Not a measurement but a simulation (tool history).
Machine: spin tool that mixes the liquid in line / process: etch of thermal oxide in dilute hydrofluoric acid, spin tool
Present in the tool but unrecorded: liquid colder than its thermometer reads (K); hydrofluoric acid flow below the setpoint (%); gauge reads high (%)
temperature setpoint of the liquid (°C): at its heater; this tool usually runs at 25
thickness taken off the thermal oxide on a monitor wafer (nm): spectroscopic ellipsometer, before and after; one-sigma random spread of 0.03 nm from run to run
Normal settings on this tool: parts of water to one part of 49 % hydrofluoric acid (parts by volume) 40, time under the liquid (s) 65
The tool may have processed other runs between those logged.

run	hour	temperature setpoint of the liquid (°C)	parts of water to one part of 49 % hydrofluoric acid (parts by volume)	time under the liquid (s)	wafers since the last listed run	hours since the thermometer was replaced	hours since the hydrofluoric acid flow meter was replaced	hours since the gauge calibration	read-back film thickness of the thermal oxide reference wafer, read on the same gauge (nm)	thickness taken off the thermal oxide on a monitor wafer (nm)
1	0	25	40	65	0	496.2	1420.8	2295.9	99.94	7.62
# hour 1.3: hydrofluoric acid flow meter replaced
2	66.6	25	40	65	935	562.8	65.3	2362.5	100.03	7.63
3	160.4	25	40	65	1337	656.6	159.1	2456.3	100.03	7.65
4	259.2	25	40	65	1408	755.4	257.9	2555.1	99.99	7.62
5	343.6	25	40	65	1203	839.8	342.3	2639.5	100	7.6
6	425.2	25	40	65	1163	921.4	423.9	2721.1	100	7.57
7	473.4	25	40	65	687	969.6	472.1	2769.3	100.01	7.56
8	519.7	25	40	65	660	1015.9	518.4	2815.6	99.99	7.58
9	614.8	25	40	65	1355	1111	613.5	2910.7	100.01	7.58
10	691.6	22.5	40	40	1094	1187.8	690.3	2987.5	100.03	4.17
# hour 694.2: thermometer replaced
11	798.3	28	40	45	1506	104.1	797	3094.2	100.01	6
12	839.9	25	40	65	593	145.7	838.6	3135.8	100.01	7.7
13	895	25	50	65	785	200.8	893.7	3190.9	99.98	6.05
14	981.9	25	45	65	1238	287.7	980.6	3277.8	100.02	6.78
15	1230.7	25	40	65	3546	536.5	1229.4	3526.6	99.98	7.69
# hour 1251.7: gauge calibrated
16	1331.5	25	40	95	1437	637.3	1330.2	79.8	99.96	11.11
# hour 1359.8: hydrofluoric acid flow meter replaced
17	1415.2	25	40	65	1178	721	55.4	163.5	100.05	7.57
18	1512.8	24	40	65	1391	818.6	153	261.1	100.06	7.31
19	1551.2	29	40	65	547	857	191.4	299.5	100.03	8.96
20	1588	29	35	80	524	893.8	228.2	336.3	99.99	12.71
21	1675	21.5	35	40	1240	980.8	315.2	423.3	99.99	4.65
22	1719	30	55	55	627	1024.8	359.2	467.3	100.04	5.59
23	1758.6	23	40	65	564	1064.4	398.8	506.9	99.99	6.93

Run 24 comes next. What will it give?
24	1830.8	25	40	65	1029	1136.6	471	579.1	?	?

Run 24 came out at read-back film thickness of the thermal oxide reference wafer, read on the same gauge (nm) 100.03, thickness taken off the thermal oxide on a monitor wafer (nm) 7.56.
With no hidden state in the tool, this same run would have given thickness taken off the thermal oxide on a monitor wafer (nm) 7.74.

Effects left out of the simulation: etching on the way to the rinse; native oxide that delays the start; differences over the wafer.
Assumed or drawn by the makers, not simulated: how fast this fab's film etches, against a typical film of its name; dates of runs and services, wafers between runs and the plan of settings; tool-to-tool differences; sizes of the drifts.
